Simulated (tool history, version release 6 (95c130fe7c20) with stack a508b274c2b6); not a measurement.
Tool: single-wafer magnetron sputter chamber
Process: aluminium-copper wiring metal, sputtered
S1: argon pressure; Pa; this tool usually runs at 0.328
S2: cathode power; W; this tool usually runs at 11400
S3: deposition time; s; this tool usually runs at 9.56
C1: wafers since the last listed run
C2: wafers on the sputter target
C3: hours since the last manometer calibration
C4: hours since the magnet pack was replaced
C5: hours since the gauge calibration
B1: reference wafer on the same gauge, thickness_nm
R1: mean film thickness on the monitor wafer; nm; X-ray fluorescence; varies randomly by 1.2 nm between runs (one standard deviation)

| run | hour | S1 | S2 | S3 | C1 | C2 | C3 | C4 | C5 | B1 | R1 |
|---|---|---|---|---|---|---|---|---|---|---|---|
| 1 | 0 | 0.238 | 11400 | 9.56 | 0 | 1222 | 1496.3 | 9404.8 | 161.1 | 173.011 | 221.458 |
| 2 | 6.5 | 0.238 | 11400 | 9.56 | 290 | 1512 | 1502.8 | 9411.3 | 167.6 | 172.979 | 217.859 |
| 3 | 46 | 0.238 | 11400 | 9.56 | 1764 | 3277 | 1542.3 | 9450.8 | 207.1 | 172.874 | 217.626 |
| 4 | 62.7 | 0.287 | 11400 | 9.56 | 746 | 4023 | 1559 | 9467.5 | 223.8 | 173.451 | 210.619 |
| 5 | 74.3 | 0.328 | 11400 | 9.56 | 518 | 4542 | 1570.6 | 9479.1 | 235.4 | 172.631 | 203.824 |
| 6 | 85.1 | 0.328 | 11400 | 9.56 | 482 | 5024 | 1581.4 | 9489.9 | 246.2 | 173.002 | 200.984 |
|  | 91.3 | gauge calibrated |
|  | 95.7 | magnet pack replaced |
| 7 | 97.7 | 0.328 | 11400 | 9.56 | 205 | 5230 | 1594 | 2 | 6.4 | 172.933 | 197.514 |
| 8 | 111.4 | 0.278 | 13150 | 9.56 | 612 | 5842 | 1607.7 | 15.7 | 20.1 | 173.199 | 227.525 |
| 9 | 121.4 | 0.328 | 11400 | 9.56 | 446 | 6289 | 1617.7 | 25.7 | 30.1 | 173.026 | 198.207 |
|  | 140.9 | sputter target and shields replaced |
| 10 | 141.4 | 0.44 | 9250 | 10.65 | 536 | 23 | 1637.7 | 45.7 | 50.1 | 172.931 | 165.464 |
| 11 | 144.5 | 0.271 | 11400 | 10.71 | 138 | 161 | 1640.8 | 48.8 | 53.2 | 173.488 | 215.554 |
| 12 | 155.7 | 0.43 | 12250 | 10.57 | 500 | 662 | 1652 | 60 | 64.4 | 172.791 | 199.199 |
|  | 169.9 | capacitance manometer re-zeroed and calibrated |
|  | 172.9 | sputter target and shields replaced, repeated, since the last time left the tool worse |
| 13 | 173.4 | 0.328 | 8950 | 9.56 | 300 | 23 | 3.5 | 77.7 | 82.1 | 172.917 | 178.033 |
| 14 | 173.7 | 0.328 | 11400 | 9.56 | 13 | 36 | 3.8 | 78 | 82.4 | 172.673 | 208.391 |
| 15 | 189.5 | 0.262 | 13850 | 10.5 | 705 | 742 | 19.6 | 93.8 | 98.2 | 173.325 | 272.678 |
| 16 | 206 | 0.328 | 11400 | 10.8 | 737 | 1479 | 36.1 | 110.3 | 114.7 | 173.343 | 234.301 |
| 17 | 219.2 | 0.328 | 10300 | 7.93 | 589 | 2069 | 49.3 | 123.5 | 127.9 | 172.982 | 158.079 |
| 18 | 231.8 | 0.328 | 12650 | 9.02 | 562 | 2632 | 61.9 | 136.1 | 140.5 | 173.082 | 209.65 |

Consider 3 possible next runs. They are alternatives, not a sequence: every one starts from the tool as it was left by run 18. What does each give?
| A | 232.2 | 0.214 | 11400 | 9.56 | 17 | 2650 | 62.3 | 136.5 | 140.9 | ? | ? |
| B | 232.2 | 0.328 | 11400 | 10.54 | 17 | 2650 | 62.3 | 136.5 | 140.9 | ? | ? |
| C | 232.2 | 0.254 | 9200 | 7.92 | 17 | 2650 | 62.3 | 136.5 | 140.9 | ? | ? |

| run | B1 | R1 |
|---|---|---|
| A | 173.094 | 223.87 |
| B | 173.094 | 228.452 |
| C | 173.094 | 156.393 |
With the hidden condition removed and each run's random variation left untouched, the same runs would have given:
| run | R1 |
|---|---|
| A | 226.977 |
| B | 231.623 |
| C | 158.564 |

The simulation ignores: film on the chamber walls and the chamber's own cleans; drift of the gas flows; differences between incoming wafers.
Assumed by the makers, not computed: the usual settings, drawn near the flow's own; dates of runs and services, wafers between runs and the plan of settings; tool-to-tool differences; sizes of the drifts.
